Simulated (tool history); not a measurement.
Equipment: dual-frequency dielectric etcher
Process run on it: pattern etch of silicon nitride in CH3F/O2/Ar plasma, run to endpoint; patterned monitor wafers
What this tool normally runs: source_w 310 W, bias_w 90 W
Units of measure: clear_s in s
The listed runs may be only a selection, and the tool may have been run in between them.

run    hour  source_w  bias_w  incoming incoming film thickness, nm  clear_s
  1     0.0       330     104                                 49.55     72.3
  2    59.3       310      90                                 49.62     77.4
  3    99.5       360      90                                 49.49     74.4
  4   158.8       310      90                                 49.29     78.4
  5   229.8       310      90                                 49.45     79.8
  6   310.9       310      90                                 49.49     80.0
      350.1  -- wet clean of the chamber
  7   386.8       310      90                                 49.46     80.6
  8   480.5       310      90                                 49.04     80.8
  9   571.5       310      90                                 49.04     81.0
 10   673.5       310      90                                 49.83     83.0
 11   717.0       310      90                                 48.95     82.2
      793.2  -- wet clean of the chamber, repeated, since the last time left the tool worse
 12   814.2       310      90                                 49.49     77.7
 13   914.6       350     103                                 49.41     70.9
 14   970.4       340      70                                 49.36     83.6
      982.6  -- bias power generator calibrated
 15  1007.0       230     107                                 49.59     81.2
 16  1052.5       240     102                                 49.50     82.2
     1152.2  -- upper electrode replaced
     1160.2  -- wet clean of the chamber
 17  1160.7       310      90                                 49.58     77.7
 18  1233.8       260      97                                 48.97     79.8
 19  1286.9       260      69                                 49.36     92.5
 20  1384.1       310      90                                 49.13     79.0
     1441.4  -- source power generator calibrated
 21  1461.2       310      77                                 48.74     82.5
 22  1498.3       260     102                                 49.93     81.6
     1578.1  -- wet clean of the chamber
 23  1667.8       310      97                                 49.60     76.4
 24  1720.9       240      84                                 49.27     86.8
 25  1813.6       370      90                                 49.70     75.2

Below are 5 alternative next runs, each starting from the tool's condition after run 25. Predict each:
  A  1814.0       310      90                                 48.99        ?
  B  1814.0       280     107                                 48.99        ?
  C  1814.0       330     110                                 48.99        ?
  D  1814.0       380      90                                 48.99        ?
  E  1814.0       310      70                                 48.99        ?

run  clear_s
  A     78.3
  B     75.8
  C     71.2
  D     73.2
  E     85.8
Without the tool's hidden state the same runs would have given:
run  clear_s
  A     77.0
  B     74.6
  C     70.0
  D     72.0
  E     84.4
